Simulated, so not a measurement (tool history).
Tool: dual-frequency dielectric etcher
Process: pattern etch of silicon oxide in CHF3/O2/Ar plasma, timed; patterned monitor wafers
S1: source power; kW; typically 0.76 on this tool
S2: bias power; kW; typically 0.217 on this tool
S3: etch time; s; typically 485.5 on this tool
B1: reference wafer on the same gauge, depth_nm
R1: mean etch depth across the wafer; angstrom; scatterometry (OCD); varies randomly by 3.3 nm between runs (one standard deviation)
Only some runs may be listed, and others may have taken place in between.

run   hour    S1     S2     S3      B1     R1
  1      0  0.76  0.205  485.5    1300  11728
  2   22.2  0.76  0.205  485.5  1301.1  11734
  3   44.7  0.76  0.177    546  1302.4  12566
  4   66.3  0.76  0.177    546    1304  12521
  5   93.3  0.76  0.217  485.5  1305.2  12097
       102  -- bias power generator calibrated
     133.9  -- upper electrode replaced
  6  134.4  0.76  0.217  485.5  1306.8  12058
     147.4  -- gauge calibrated
  7  154.9  0.76  0.217  485.5  1286.9  11902
  8  171.2  0.76  0.217  485.5  1288.4  11958
     202.6  -- wet clean of the chamber
  9  203.1  0.94  0.173    574    1290  14065
     214.4  -- source power generator calibrated
 10  214.9  0.92  0.217    628    1290  16700
 11  240.1  0.65  0.217  485.5  1292.2  11222
 12  256.5  0.63  0.217    544    1293  12458
 13  269.8  0.66  0.173  485.5    1293  10364
 14  305.6  0.76  0.217    445  1295.5  10997

Branching from run 14: 4 alternative next runs. What would each branch give?
  A  306.2  0.76  0.265  485.5   ?   ?
  B  306.2  0.83  0.234    381   ?   ?
  C  306.2  0.94  0.217    424   ?   ?
  D  306.2  0.67  0.217  395.5   ?   ?

run      B1     R1
  A  1295.2  12920
  B  1295.2   9987
  C  1295.2  11324
  D  1295.2   9269
The same runs, with their run-to-run variation unchanged, on a tool lacking any hidden condition would have given:
run     R1
  A  12868
  B   9946
  C  11279
  D   9231

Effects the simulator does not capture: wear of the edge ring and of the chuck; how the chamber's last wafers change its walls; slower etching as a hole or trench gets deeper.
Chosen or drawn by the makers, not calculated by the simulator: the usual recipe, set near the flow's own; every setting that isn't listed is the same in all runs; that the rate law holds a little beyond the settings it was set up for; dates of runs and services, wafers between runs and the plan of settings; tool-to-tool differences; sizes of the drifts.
